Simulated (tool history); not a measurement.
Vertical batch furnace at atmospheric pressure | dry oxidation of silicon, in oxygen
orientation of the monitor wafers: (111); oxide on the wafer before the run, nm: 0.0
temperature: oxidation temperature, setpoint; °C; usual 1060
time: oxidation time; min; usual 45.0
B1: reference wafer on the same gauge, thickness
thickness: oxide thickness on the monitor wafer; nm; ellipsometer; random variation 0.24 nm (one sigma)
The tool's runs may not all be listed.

Run 1, hour 0.0: usual settings; B1 63.88. Result: thickness 77.56 nm.
Run 2, hour 58.5: usual settings; B1 63.85. Result: thickness 77.77 nm.
Run 3, hour 95.3: usual settings; B1 63.93. Result: thickness 77.42 nm.
Run 4, hour 131.6: usual settings; B1 63.88. Result: thickness 77.58 nm.
Run 5, hour 166.9: usual settings; B1 63.87. Result: thickness 77.10 nm.
Run 6, hour 220.1: usual settings; B1 63.95. Result: thickness 77.65 nm.
Run 7, hour 245.4: usual settings; B1 63.94. Result: thickness 77.71 nm.
Run 8, hour 308.5: usual settings; B1 63.94. Result: thickness 77.89 nm.
Run 9, hour 347.1: usual settings but time 27.5 min; B1 63.88. Result: thickness 56.94 nm.
Run 10, hour 402.3: usual settings but time 27.5 min; B1 63.90. Result: thickness 57.27 nm.
Run 11, hour 446.3: usual settings but time 27.5 min; B1 63.89. Result: thickness 56.90 nm.
Run 12, hour 504.8: usual settings but temperature 1046 °C; B1 63.86. Result: thickness 71.97 nm.
Run 13, hour 542.2: usual settings but temperature 1046 °C; B1 63.91. Result: thickness 71.79 nm.
At hour 584.5: gauge calibrated.
Run 14, hour 587.3: usual settings but temperature 1041 °C; B1 63.91. Result: thickness 69.80 nm.
Run 15, hour 621.0: usual settings; B1 63.84. Result: thickness 78.50 nm.
At hour 688.3: boat lift adjusted.
Run 16, hour 688.8: usual settings but time 31.5 min; B1 63.90. Result: thickness 62.98 nm.
Run 17, hour 739.2: usual settings but time 27.5 min; B1 63.89. Result: thickness 57.71 nm.
Run 18, hour 803.7: usual settings; B1 63.96. Result: thickness 78.55 nm.
Run 19, hour 861.3: usual settings; B1 63.84. Result: thickness 78.69 nm.
Run 20, hour 909.4: usual settings but temperature 1039 °C, time 60.0 min; B1 63.82. Result: thickness 84.06 nm.
Run 21, hour 970.3: usual settings but temperature 1073 °C, time 52.5 min; B1 63.86. Result: thickness 94.86 nm.
Run 22, hour 1009.5: usual settings but temperature 1049 °C, time 23.0 min; B1 63.86. Result: thickness 48.13 nm.
At hour 1086.5: thermocouples replaced and temperature profile calibrated.
Run 23, hour 1087.0: usual settings but temperature 1044 °C, time 59.0 min; B1 63.96. Result: thickness 81.91 nm.
Run 24, hour 1105.1: usual settings; B1 63.83. Result: thickness 75.99 nm.
Run 25, hour 1159.0: usual settings but time 38.5 min; B1 63.86. Result: thickness 68.89 nm.
Run 26, hour 1334.7: usual settings; B1 63.86. Result: thickness 75.44 nm.
Run 27, hour 1403.3: usual settings but temperature 1073 °C, time 38.0 min; B1 63.90. Result: thickness 73.90 nm.

5 ways to go on from here, each from the tool as it stands after run 27. What would each give?
Run A, hour 1408.1: usual settings but time 66.5 min; B1 ?. Result: thickness ?.
Run B, hour 1408.1: usual settings but time 25.0 min; B1 ?. Result: thickness ?.
Run C, hour 1408.1: usual settings but temperature 1076 °C, time 29.0 min; B1 ?. Result: thickness ?.
Run D, hour 1408.1: usual settings but temperature 1069 °C, time 27.5 min; B1 ?. Result: thickness ?.
Run E, hour 1408.1: usual settings but temperature 1042 °C, time 35.5 min; B1 ?. Result: thickness ?.

run     B1  thickness
  A  63.99      97.61
  B  63.99      52.24
  C  63.99      63.97
  D  63.99      58.94
  E  63.99      58.67
Without the tool's hidden state the same runs would have given:
run  thickness
  A      97.33
  B      52.08
  C      63.76
  D      58.75
  E      58.50

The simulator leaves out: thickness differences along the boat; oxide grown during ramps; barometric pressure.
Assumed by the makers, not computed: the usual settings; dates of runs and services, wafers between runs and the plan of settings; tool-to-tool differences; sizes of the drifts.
